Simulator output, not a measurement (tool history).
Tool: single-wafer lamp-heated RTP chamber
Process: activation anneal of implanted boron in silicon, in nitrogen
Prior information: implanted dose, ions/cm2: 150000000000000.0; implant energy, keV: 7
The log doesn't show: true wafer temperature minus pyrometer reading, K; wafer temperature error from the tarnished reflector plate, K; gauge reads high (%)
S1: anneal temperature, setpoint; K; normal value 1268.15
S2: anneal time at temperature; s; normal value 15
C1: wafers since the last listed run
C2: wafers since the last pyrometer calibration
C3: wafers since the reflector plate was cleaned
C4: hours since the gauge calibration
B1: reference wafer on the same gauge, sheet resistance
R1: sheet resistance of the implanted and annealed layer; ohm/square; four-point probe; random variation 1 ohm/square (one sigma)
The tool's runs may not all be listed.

run,hour,S1,S2,C1,C2,C3,C4,B1,R1
1,0,1268.15,17,0,15383,14638,3288.3,598.96,686.45
2,47.8,1268.15,17,1028,16411,15666,3336.1,599.13,687.47
3,115.3,1268.15,15,1451,17862,17117,3403.6,598.93,687.33
# hour 137.3: pyrometer window cleaned and pyrometer calibrated
4,185.9,1268.15,15,1346,1045,18464,3474.2,598.78,687.75
# hour 207.6: reflector plate cleaned
5,260.1,1268.15,15,1423,2469,1128,3548.4,599.06,686.87
6,334.7,1255.15,15,1604,4073,2733,3623,599,692.28
7,429.5,1255.15,15,2038,6112,4772,3717.8,598.85,693.99
# hour 471.2: gauge calibrated
8,534.5,1255.15,15,2258,8371,7030,63.3,599.13,692.24
9,607.1,1268.15,15,1561,9932,8591,135.9,599.23,688.91
10,692.2,1268.15,15,1830,11762,10421,221,598.99,687.44
11,764.1,1247.15,15,1546,13309,11968,292.9,598.82,696.74
12,844.9,1268.15,15,1737,15046,13706,373.7,598.73,686.17
# hour 913.6: pyrometer window cleaned and pyrometer calibrated
# hour 932.6: reflector plate cleaned
13,946.8,1268.15,15,1847,541,304,475.6,598.88,687.97
14,1095.1,1268.15,15,3189,3730,3494,623.9,598.74,687.85
15,1193,1289.15,21,2105,5836,5599,721.8,598.73,681.06
16,1263.3,1294.15,9,1511,7348,7111,792.1,599.4,685.55
17,1327.3,1268.15,15,1376,8724,8488,856.1,598.68,687.74
18,1426.2,1294.15,9,2127,10851,10615,955,599.08,683.71
19,1495.2,1240.15,12,1483,12335,12099,1024,598.94,709.68
20,1557.3,1246.15,23,1335,13671,13434,1086.1,598.77,696.32
21,1643.3,1254.15,20,1849,15521,15284,1172.1,598.94,689.66
# hour 1679.5: pyrometer window cleaned and pyrometer calibrated
22,1747.4,1245.15,7,2066,1460,17351,1276.2,599.11,704.95
23,1787.8,1268.15,18,868,2329,18220,1316.6,599.02,687.53
# hour 1822.6: reflector plate cleaned
24,1849.2,1286.15,15,1148,3477,571,1378,599.05,684.7
25,1953.2,1238.15,9,2236,5714,2808,1482,598.8,711.53
26,2221.1,1278.15,18,5761,11476,8569,1749.9,598.88,684.58
27,2289.6,1268.15,19,1473,12949,10043,1818.4,599.32,685.53

Run 28, settings as shown, results not yet in. Your forecast:
28,2356.2,1268.15,15,1432,14381,11475,1885,?,?

B1: 598.82
R1: 688.31 ohm/square
Had the tool carried no hidden state, the very same run would have given R1 688.31 ohm/square.
